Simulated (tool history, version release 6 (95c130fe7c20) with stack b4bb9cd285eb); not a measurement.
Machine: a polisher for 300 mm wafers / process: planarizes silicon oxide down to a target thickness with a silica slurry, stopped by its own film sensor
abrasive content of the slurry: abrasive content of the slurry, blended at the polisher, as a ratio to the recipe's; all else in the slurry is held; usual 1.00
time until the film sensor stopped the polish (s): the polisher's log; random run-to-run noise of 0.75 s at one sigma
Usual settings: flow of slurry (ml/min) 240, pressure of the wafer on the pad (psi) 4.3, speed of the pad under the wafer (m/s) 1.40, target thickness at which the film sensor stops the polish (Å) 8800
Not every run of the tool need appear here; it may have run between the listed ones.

run,hour,flow of slurry (ml/min),pressure of the wafer on the pad (psi),speed of the pad under the wafer (m/s),abrasive content of the slurry,target thickness at which the film sensor stops the polish (Å),"incoming thickness of the incoming film, nm",time until the film sensor stopped the polish (s)
1,0.0,240,4.3,1.40,1.00,9200,1122.6,45.2
2,14.3,240,4.3,1.40,1.00,9200,1135.5,47.4
# hour 30.8: conditioning disc replaced and pad reconditioned
# hour 41.1: worn pad replaced by a new one
3,41.6,240,4.3,1.40,1.00,8800,1104.9,52.0
4,64.6,240,4.3,1.40,1.00,8800,1116.5,53.3
5,87.4,240,4.3,1.40,1.00,8800,1136.2,57.3
6,121.8,240,4.3,1.40,1.00,8800,1139.1,60.2
7,138.3,240,4.3,1.40,1.00,8800,1135.7,59.0
# hour 145.8: slurry blender recalibrated
# hour 151.4: worn pad replaced by a new one
8,163.6,240,4.3,1.40,1.00,8800,1121.8,56.1
# hour 182.3: conditioning disc replaced and pad reconditioned
9,196.4,175,2.8,1.40,1.30,8800,1125.4,79.8
10,232.3,240,4.3,1.40,1.25,8140,1138.0,67.3
# hour 241.5: worn pad replaced by a new one
11,246.3,240,4.3,1.40,1.00,8800,1119.0,56.7
# hour 258.6: head pressure recalibrated
12,259.3,320,5.0,1.68,1.00,9080,1109.6,34.9
13,275.4,160,4.3,1.18,0.85,8280,1104.9,90.4

Run 14 is up next; what results do you expect?
# hour 288.9: slurry nozzle cleaned
# hour 303.7: slurry blender recalibrated
14,304.4,170,5.4,1.14,1.00,8800,1107.7,?

{"run 14": {"time until the film sensor stopped the polish (s)": 50.5}}
The same run, on a tool lacking any hidden state, would have yielded time until the film sensor stopped the polish (s) 50.1.

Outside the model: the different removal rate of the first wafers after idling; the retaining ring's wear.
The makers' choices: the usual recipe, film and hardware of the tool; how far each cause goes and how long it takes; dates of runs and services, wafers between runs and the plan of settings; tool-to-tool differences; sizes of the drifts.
